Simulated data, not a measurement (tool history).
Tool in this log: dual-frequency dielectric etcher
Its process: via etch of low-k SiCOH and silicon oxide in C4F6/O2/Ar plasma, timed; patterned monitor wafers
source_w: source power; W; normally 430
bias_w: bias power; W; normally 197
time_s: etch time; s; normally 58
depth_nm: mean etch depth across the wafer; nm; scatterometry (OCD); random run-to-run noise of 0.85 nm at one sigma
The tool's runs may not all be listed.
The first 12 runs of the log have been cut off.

run	hour	source_w	bias_w	time_s	read-back reference wafer on the same gauge, depth_nm	depth_nm
13	143.5	500	197	58	131.9	170
14	153.2	340	197	52	132.2	125.2
15	165.1	480	197	48.5	132.1	140.6
16	177	480	197	69.5	132	199.1
# hour 180.8: gauge calibrated
17	202.1	520	197	58	132	172.7
# hour 234.8: wet clean of the chamber
# hour 244.4: upper electrode replaced
18	244.9	490	235	58	131.6	182.1
19	245.2	430	234	58	131.9	171.5
20	245.6	390	161	66	132.2	152
21	258.7	510	181	72.5	132	207.3
# hour 267.6: bias power generator calibrated
22	276.6	480	246	68.5	132.2	221.3
23	294.2	430	218	58	131.7	167.3
24	303.6	430	197	58	131.9	158.4
25	311.4	370	149	64.5	132.4	138
26	317.7	430	220	58	132.1	166.7
27	335.4	340	197	75	132.1	179.5
28	350	430	197	58	132.2	157.6
29	364.3	380	156	69.5	131.9	154.6
30	372.3	430	197	58	131.9	157.7
31	384.9	460	216	67	132.1	197

Consider 3 possible next runs. They are alternatives, not a sequence: every one starts from the tool as it was left by run 31. What does each give?
A	385.3	430	197	58	?	?
B	385.3	350	156	49.5	?	?
C	385.3	430	214	45	?	?

run	read-back reference wafer on the same gauge, depth_nm	depth_nm
A	131.8	158.4
B	131.8	106.5
C	131.8	128.1
Take away the tool's hidden state, keep each run's random variation, and the runs would have read:
run	depth_nm
A	158.4
B	106.5
C	128.1
